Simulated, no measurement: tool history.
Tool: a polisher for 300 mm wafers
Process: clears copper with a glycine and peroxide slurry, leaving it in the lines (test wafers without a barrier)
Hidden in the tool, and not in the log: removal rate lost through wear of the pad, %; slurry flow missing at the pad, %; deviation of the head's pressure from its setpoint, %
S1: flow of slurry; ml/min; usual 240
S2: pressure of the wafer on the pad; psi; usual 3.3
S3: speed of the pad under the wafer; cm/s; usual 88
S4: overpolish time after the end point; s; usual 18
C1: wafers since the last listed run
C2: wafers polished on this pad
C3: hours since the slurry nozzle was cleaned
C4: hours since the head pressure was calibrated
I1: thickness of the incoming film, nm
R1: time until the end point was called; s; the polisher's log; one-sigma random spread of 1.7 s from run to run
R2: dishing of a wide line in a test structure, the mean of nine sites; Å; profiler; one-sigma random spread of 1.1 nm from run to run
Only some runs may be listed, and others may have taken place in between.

Run 1, day 0.000: usual settings; C1 0; C2 539; C3 382.0; C4 904.9; I1 742.4. Result: R1 118.7 s, R2 767 Å.
Run 2, day 0.950: usual settings; C1 205; C2 744; C3 404.8; C4 927.7; I1 748.1. Result: R1 118.9 s, R2 773 Å.
Run 3, day 1.950: usual settings; C1 215; C2 959; C3 428.8; C4 951.7; I1 750.6. Result: R1 117.8 s, R2 774 Å.
At day 2.462: worn pad replaced by a new one.
Run 4, day 5.033: usual settings; C1 629; C2 555; C3 502.8; C4 1025.7; I1 742.8. Result: R1 114.6 s, R2 757 Å.
Run 5, day 5.825: usual settings; C1 170; C2 725; C3 521.8; C4 1044.7; I1 752.0. Result: R1 119.1 s, R2 741 Å.
At day 7.162: worn pad replaced by a new one.
Run 6, day 7.317: usual settings but S3 70 cm/s; C1 285; C2 32; C3 557.6; C4 1080.5; I1 743.0. Result: R1 140.8 s, R2 666 Å.
At day 7.779: head pressure recalibrated.
Run 7, day 8.096: usual settings but S3 70 cm/s; C1 150; C2 183; C3 576.3; C4 7.6; I1 738.1. Result: R1 141.1 s, R2 676 Å.
Run 8, day 8.800: usual settings but S4 12 s; C1 151; C2 335; C3 593.2; C4 24.5; I1 753.6. Result: R1 117.2 s, R2 557 Å.
At day 8.850: slurry nozzle cleaned.
Run 9, day 10.138: usual settings but S1 290 ml/min, S2 3.6 psi, S3 68 cm/s, S4 9 s; C1 279; C2 614; C3 30.9; C4 56.6; I1 750.1. Result: R1 135.3 s, R2 405 Å.
Run 10, day 11.054: usual settings but S1 160 ml/min; C1 197; C2 812; C3 52.9; C4 78.6; I1 746.7. Result: R1 125.6 s, R2 712 Å.
Run 11, day 11.867: usual settings; C1 175; C2 987; C3 72.4; C4 98.1; I1 740.2. Result: R1 117.4 s, R2 768 Å.
At day 12.704: worn pad replaced by a new one.
Run 12, day 13.338: usual settings; C1 281; C2 136; C3 107.7; C4 133.4; I1 753.6. Result: R1 119.6 s, R2 763 Å.
Run 13, day 14.004: usual settings but S1 310 ml/min, S2 2.6 psi, S3 60 cm/s; C1 143; C2 280; C3 123.7; C4 149.4; I1 757.7. Result: R1 192.0 s, R2 556 Å.
Run 14, day 14.796: usual settings but S2 2.5 psi, S4 26 s; C1 170; C2 450; C3 142.7; C4 168.4; I1 755.3. Result: R1 143.1 s, R2 871 Å.

Hidden state at the last listed run before each entry between runs and at the first one after, where it differs:
Run 3 -> run 4: worn pad replaced by a new one (day 2.462)
  no difference in the tool's unlogged condition between these two runs
Run 5 -> run 6: worn pad replaced by a new one (day 7.162)
  no difference in the tool's unlogged condition between these two runs
Run 6 -> run 7: head pressure recalibrated (day 7.779)
  no difference in the tool's unlogged condition between these two runs
Run 8 -> run 9: slurry nozzle cleaned (day 8.850)
  no difference in the tool's unlogged condition between these two runs
Run 11 -> run 12: worn pad replaced by a new one (day 12.704)
  no difference in the tool's unlogged condition between these two runs

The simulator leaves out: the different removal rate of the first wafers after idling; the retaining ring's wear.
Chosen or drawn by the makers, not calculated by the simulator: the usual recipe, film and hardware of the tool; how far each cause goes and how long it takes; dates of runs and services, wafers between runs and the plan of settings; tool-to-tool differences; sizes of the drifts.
